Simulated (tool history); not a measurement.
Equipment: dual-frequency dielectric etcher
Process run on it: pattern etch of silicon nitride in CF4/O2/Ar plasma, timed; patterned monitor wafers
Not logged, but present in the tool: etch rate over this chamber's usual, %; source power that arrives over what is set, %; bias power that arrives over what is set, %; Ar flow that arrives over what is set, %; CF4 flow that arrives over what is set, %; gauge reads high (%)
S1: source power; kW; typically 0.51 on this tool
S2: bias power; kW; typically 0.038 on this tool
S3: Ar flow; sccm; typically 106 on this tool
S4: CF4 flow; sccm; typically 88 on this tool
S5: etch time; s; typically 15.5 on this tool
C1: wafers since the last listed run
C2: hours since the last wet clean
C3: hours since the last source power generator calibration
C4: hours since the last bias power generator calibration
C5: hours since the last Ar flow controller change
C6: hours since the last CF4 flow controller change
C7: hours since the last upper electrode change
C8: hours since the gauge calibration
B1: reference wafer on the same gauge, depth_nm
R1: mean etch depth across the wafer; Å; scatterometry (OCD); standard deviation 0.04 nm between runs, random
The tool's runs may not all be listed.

run	hour	S1	S2	S3	S4	S5	C1	C2	C3	C4	C5	C6	C7	C8	B1	R1
1	0	0.51	0.038	106	88	15.5	0	160.7	4182.1	2492.7	2671.3	1723.6	1612.3	158.7	28.49	272.1
2	32.8	0.51	0.038	106	88	15.5	562	193.5	4214.9	2525.5	2704.1	1756.4	1645.1	191.5	28.5	271.7
3	50.5	0.51	0.038	106	88	15.5	303	211.2	4232.6	2543.2	2721.8	1774.1	1662.8	209.2	28.5	272.5
4	70.9	0.51	0.038	106	88	15.5	350	231.6	4253	2563.6	2742.2	1794.5	1683.2	229.6	28.49	272.5
5	101.7	0.51	0.041	106	88	15.5	528	262.4	4283.8	2594.4	2773	1825.3	1714	260.4	28.5	281.6
6	130.7	0.51	0.041	106	88	15.5	497	291.4	4312.8	2623.4	2802	1854.3	1743	289.4	28.5	281.5
# hour 146.9: CF4 flow controller replaced
# hour 161.2: gauge calibrated
7	162.6	0.51	0.041	106	88	15.5	444	323.3	4344.7	2655.3	2833.9	15.7	1774.9	1.4	28.5	283
# hour 168.8: Ar flow controller replaced
8	181	0.51	0.038	106	88	15.5	212	341.7	4363.1	2673.7	12.2	34.1	1793.3	19.8	28.51	274.9
9	211.5	0.51	0.038	106	88	15.5	523	372.2	4393.6	2704.2	42.7	64.6	1823.8	50.3	28.5	274.7
# hour 222.6: source power generator calibrated
# hour 264.1: wet clean of the chamber
# hour 285.8: upper electrode replaced
# hour 288.6: bias power generator calibrated
10	289.1	0.41	0.038	95	88	15.5	430	25	66.5	0.5	120.3	142.2	3.3	127.9	28.51	237.6
11	291.4	0.41	0.038	129	88	15.5	39	27.3	68.8	2.8	122.6	144.5	5.6	130.2	28.5	226.6
12	319.8	0.51	0.045	106	88	15.5	487	55.7	97.2	31.2	151	172.9	34	158.6	28.5	290.5
13	344.3	0.51	0.038	94	82	15.5	420	80.2	121.7	55.7	175.5	197.4	58.5	183.1	28.49	272.9
14	368.5	0.38	0.038	106	88	15.5	415	104.4	145.9	79.9	199.7	221.6	82.7	207.3	28.5	223.1

What the log doesn't show, run by run:
source power that arrives over what is set, %: 0, the same for each run
bias power that arrives over what is set, %: 0, the same for each run
Ar flow that arrives over what is set, %: 0, the same for each run
CF4 flow that arrives over what is set, %: 0, the same for each run
gauge reads high (%): 0, the same for each run
H1: etch rate over this chamber's usual, %
run	H1
1	0.794
2	0.961
3	1.05
4	1.16
5	1.31
6	1.46
7	1.62
8	1.72
9	1.87
10	0.233
11	0.245
12	0.39
13	0.515
14	0.639
